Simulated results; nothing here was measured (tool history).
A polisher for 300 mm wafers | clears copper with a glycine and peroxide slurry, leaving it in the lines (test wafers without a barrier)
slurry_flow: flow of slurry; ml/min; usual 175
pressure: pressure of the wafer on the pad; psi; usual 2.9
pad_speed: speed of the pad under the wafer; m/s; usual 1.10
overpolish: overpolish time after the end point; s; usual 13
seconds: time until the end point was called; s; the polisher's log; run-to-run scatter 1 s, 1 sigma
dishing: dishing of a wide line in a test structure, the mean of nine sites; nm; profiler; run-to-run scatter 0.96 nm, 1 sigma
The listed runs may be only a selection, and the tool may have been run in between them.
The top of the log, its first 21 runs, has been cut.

| run | hour | slurry_flow | pressure | pad_speed | overpolish | incoming thickness of the incoming film, nm | seconds | dishing |
|---|---|---|---|---|---|---|---|---|
| 22 | 1598.7 | 175 | 2.9 | 1.10 | 13 | 482.8 | 76.9 | 41.5 |
| 23 | 1652.8 | 175 | 2.3 | 1.10 | 13 | 501.2 | 93.3 | 36.5 |
|  | 1679.3 | worn pad replaced by a new one |
| 24 | 1691.2 | 175 | 2.9 | 1.10 | 13 | 499.0 | 78.3 | 41.3 |
| 25 | 1746.5 | 175 | 2.9 | 1.10 | 5 | 498.1 | 77.6 | 20.9 |
|  | 1792.7 | head pressure recalibrated |
| 26 | 1833.7 | 175 | 2.9 | 1.24 | 13 | 490.9 | 73.6 | 41.9 |
| 27 | 1894.1 | 175 | 2.9 | 1.10 | 13 | 487.7 | 80.7 | 39.2 |
| 28 | 1995.3 | 175 | 2.9 | 1.10 | 7 | 487.7 | 78.9 | 26.3 |
|  | 2056.5 | slurry nozzle cleaned |
| 29 | 2072.4 | 200 | 2.3 | 1.26 | 10 | 488.8 | 80.8 | 31.8 |
| 30 | 2133.7 | 125 | 3.3 | 0.86 | 13 | 492.6 | 91.6 | 36.8 |
|  | 2150.8 | worn pad replaced by a new one |
| 31 | 2234.3 | 125 | 2.2 | 1.30 | 6 | 492.0 | 88.1 | 22.4 |
| 32 | 2338.3 | 175 | 2.5 | 1.10 | 13 | 486.7 | 85.4 | 37.4 |
|  | 2361.9 | head pressure recalibrated |
| 33 | 2397.6 | 215 | 2.9 | 1.10 | 15 | 497.1 | 81.9 | 42.5 |
| 34 | 2480.6 | 235 | 2.3 | 1.30 | 13 | 480.4 | 80.5 | 38.9 |
| 35 | 2522.4 | 175 | 2.9 | 0.76 | 10 | 487.2 | 107.2 | 27.5 |

Each row is a separate what-if for the run after 35, all from the same tool condition, not one after another. Results?
| A | 2522.9 | 175 | 2.9 | 1.10 | 13 | 491.9 | ? | ? |
| B | 2522.9 | 175 | 3.4 | 1.10 | 18 | 491.9 | ? | ? |
| C | 2522.9 | 175 | 2.9 | 1.38 | 19 | 491.9 | ? | ? |

| run | seconds | dishing |
|---|---|---|
| A | 82.0 | 39.8 |
| B | 72.1 | 50.6 |
| C | 67.4 | 52.1 |
Without the tool's hidden state the same runs would have given:
| run | seconds | dishing |
|---|---|---|
| A | 84.0 | 39.2 |
| B | 74.0 | 50.0 |
| C | 69.2 | 51.5 |

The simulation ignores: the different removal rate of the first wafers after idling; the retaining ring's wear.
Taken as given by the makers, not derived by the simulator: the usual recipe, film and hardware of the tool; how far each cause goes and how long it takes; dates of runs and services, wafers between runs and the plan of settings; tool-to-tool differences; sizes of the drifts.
